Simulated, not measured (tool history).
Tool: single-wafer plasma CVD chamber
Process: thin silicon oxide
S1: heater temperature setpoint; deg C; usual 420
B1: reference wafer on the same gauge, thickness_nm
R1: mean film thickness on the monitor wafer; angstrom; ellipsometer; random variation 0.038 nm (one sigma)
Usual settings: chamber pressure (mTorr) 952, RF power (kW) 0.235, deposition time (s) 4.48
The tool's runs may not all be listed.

Run 1, hour 0.0: usual settings but deposition time (s) 4.18; B1 7.414. Result: R1 76.61 angstrom.
Run 2, hour 106.9: usual settings but chamber pressure (mTorr) 885; B1 7.400. Result: R1 76.85 angstrom.
Run 3, hour 184.2: usual settings; B1 7.428. Result: R1 83.05 angstrom.
Run 4, hour 282.4: usual settings; B1 7.431. Result: R1 82.76 angstrom.
Run 5, hour 345.9: usual settings; B1 7.432. Result: R1 82.66 angstrom.
At hour 388.1: capacitance manometer re-zeroed and calibrated.
Run 6, hour 395.7: usual settings but S1 407 deg C, chamber pressure (mTorr) 838; B1 7.430. Result: R1 74.16 angstrom.
At hour 421.1: gauge calibrated.
Run 7, hour 457.9: usual settings; B1 7.249. Result: R1 80.79 angstrom.
Run 8, hour 508.6: usual settings but S1 431 deg C, chamber pressure (mTorr) 1153; B1 7.273. Result: R1 93.95 angstrom.
Run 9, hour 804.0: usual settings; B1 7.269. Result: R1 80.79 angstrom.
Run 10, hour 901.0: usual settings but chamber pressure (mTorr) 1169; B1 7.265. Result: R1 95.04 angstrom.
At hour 956.8: showerhead replaced.
Run 11, hour 964.4: usual settings but chamber pressure (mTorr) 1116; B1 7.269. Result: R1 92.01 angstrom.
Run 12, hour 1001.1: usual settings but S1 409 deg C; B1 7.254. Result: R1 82.36 angstrom.
At hour 1031.4: thermocouple changed; heater temperature recalibrated.
Run 13, hour 1098.5: usual settings; B1 7.262. Result: R1 81.40 angstrom.
Run 14, hour 1154.8: usual settings but chamber pressure (mTorr) 838, RF power (kW) 0.275; B1 7.271. Result: R1 78.43 angstrom.
Run 15, hour 1247.9: usual settings but RF power (kW) 0.210; B1 7.255. Result: R1 75.81 angstrom.
Run 16, hour 1567.3: usual settings but chamber pressure (mTorr) 832; B1 7.272. Result: R1 70.96 angstrom.
At hour 1579.4: RF generator calibrated.
Run 17, hour 1627.3: usual settings but RF power (kW) 0.215, deposition time (s) 4.83; B1 7.260. Result: R1 83.48 angstrom.
Run 18, hour 1727.4: usual settings but S1 408 deg C, chamber pressure (mTorr) 816; B1 7.266. Result: R1 70.36 angstrom.
Run 19, hour 1788.0: usual settings but S1 412 deg C; B1 7.285. Result: R1 81.34 angstrom.
Run 20, hour 1887.4: usual settings but S1 409 deg C, RF power (kW) 0.275, deposition time (s) 3.70; B1 7.287. Result: R1 73.80 angstrom.
Run 21, hour 2172.9: usual settings but S1 435 deg C, chamber pressure (mTorr) 1039, deposition time (s) 4.18; B1 7.299. Result: R1 80.89 angstrom.
Run 22, hour 2217.6: usual settings; B1 7.295. Result: R1 81.92 angstrom.
Run 23, hour 2285.1: usual settings; B1 7.297. Result: R1 82.09 angstrom.
Run 24, hour 2356.0: usual settings; B1 7.278. Result: R1 81.53 angstrom.
Run 25, hour 2448.4: usual settings; B1 7.292. Result: R1 82.03 angstrom.
Run 26, hour 2508.3: usual settings; B1 7.284. Result: R1 81.34 angstrom.
Run 27, hour 2571.3: usual settings but S1 405 deg C, chamber pressure (mTorr) 880, deposition time (s) 3.95; B1 7.302. Result: R1 67.52 angstrom.
Run 28, hour 2612.4: usual settings but S1 410 deg C, RF power (kW) 0.270, deposition time (s) 4.90; B1 7.298. Result: R1 97.69 angstrom.
Run 29, hour 2666.0: usual settings; B1 7.298. Result: R1 82.10 angstrom.

Forecast each of these 4 alternatives for the next run:
Run A, hour 2666.4: usual settings; B1 ?. Result: R1 ?.
Run B, hour 2666.4: usual settings but RF power (kW) 0.250; B1 ?. Result: R1 ?.
Run C, hour 2666.4: usual settings but S1 431 deg C, chamber pressure (mTorr) 725, RF power (kW) 0.265, deposition time (s) 4.18; B1 ?. Result: R1 ?.
Run D, hour 2666.4: usual settings but S1 416 deg C, chamber pressure (mTorr) 1186, RF power (kW) 0.280; B1 ?. Result: R1 ?.

run     B1      R1
  A  7.296   81.42
  B  7.296   84.45
  C  7.296   59.65
  D  7.296  106.37
Without the tool's hidden state the same runs would have given:
run      R1
  A   80.96
  B   83.97
  C   59.32
  D  105.78

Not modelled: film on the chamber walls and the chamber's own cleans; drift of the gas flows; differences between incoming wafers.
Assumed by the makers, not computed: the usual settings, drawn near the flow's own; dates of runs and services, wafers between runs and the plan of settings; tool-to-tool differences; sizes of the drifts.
